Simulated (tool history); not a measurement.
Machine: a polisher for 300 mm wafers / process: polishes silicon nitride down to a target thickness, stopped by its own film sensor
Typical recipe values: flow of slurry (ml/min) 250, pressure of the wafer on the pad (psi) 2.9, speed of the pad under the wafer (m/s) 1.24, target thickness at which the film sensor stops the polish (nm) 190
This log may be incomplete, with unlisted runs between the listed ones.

| run | hour | flow of slurry (ml/min) | pressure of the wafer on the pad (psi) | speed of the pad under the wafer (m/s) | target thickness at which the film sensor stops the polish (nm) | incoming thickness of the incoming film, nm | time until the film sensor stopped the polish (s) |
|---|---|---|---|---|---|---|---|
| 1 | 0 | 250 | 2.9 | 1.24 | 190 | 331.9 | 96.8 |
| 2 | 55.2 | 250 | 2.9 | 1.24 | 190 | 323.4 | 92.6 |
|  | 87.3 | worn pad replaced by a new one |
| 3 | 90.7 | 250 | 3.6 | 1.4 | 190 | 330.7 | 75.8 |
| 4 | 140.4 | 250 | 3.6 | 1.4 | 190 | 329.7 | 76.2 |
| 5 | 164.9 | 250 | 3.6 | 1.4 | 190 | 330.7 | 77.2 |
| 6 | 234.7 | 250 | 2.9 | 1.38 | 190 | 332.1 | 88.1 |
|  | 242 | worn pad replaced by a new one |
| 7 | 296.4 | 250 | 2.9 | 1.24 | 190 | 330.5 | 94.6 |
| 8 | 337.2 | 250 | 3.2 | 1 | 190 | 328 | 99.7 |
| 9 | 381.8 | 250 | 2.9 | 1.24 | 210 | 329.6 | 78.4 |
|  | 419.6 | worn pad replaced by a new one |
| 10 | 420.7 | 250 | 2.9 | 1.24 | 213 | 329.3 | 76.1 |
| 11 | 479.7 | 335 | 2.9 | 1.24 | 203 | 331.9 | 81.8 |
|  | 498.3 | slurry nozzle cleaned |
| 12 | 510.8 | 250 | 2.9 | 1.24 | 190 | 327.9 | 88 |
|  | 587 | head pressure recalibrated |
|  | 598.6 | worn pad replaced by a new one |
| 13 | 705.7 | 310 | 2 | 1.44 | 190 | 334.2 | 107.7 |
|  | 737.3 | worn pad replaced by a new one |
| 14 | 761.4 | 325 | 2.9 | 1.24 | 190 | 327 | 90.2 |
| 15 | 788.1 | 250 | 2.9 | 1.24 | 190 | 332.8 | 96.7 |

Below are 5 alternative next runs, each starting from the tool's condition after run 15. Predict each:
| A | 788.5 | 275 | 2.9 | 1.24 | 190 | 333.2 | ? |
| B | 788.5 | 250 | 2.5 | 1.24 | 190 | 333.2 | ? |
| C | 788.5 | 215 | 2.5 | 0.88 | 151 | 333.2 | ? |
| D | 788.5 | 250 | 2.9 | 0.9 | 190 | 333.2 | ? |
| E | 788.5 | 210 | 2.5 | 1.46 | 190 | 333.2 | ? |

| run | time until the film sensor stopped the polish (s) |
|---|---|
| A | 95.3 |
| B | 105.8 |
| C | 173.5 |
| D | 120.1 |
| E | 96.1 |
The same runs, with their run-to-run variation unchanged, on a tool lacking any hidden condition would have given:
| run | time until the film sensor stopped the polish (s) |
|---|---|
| A | 99 |
| B | 109.9 |
| C | 180.2 |
| D | 124.8 |
| E | 99.8 |
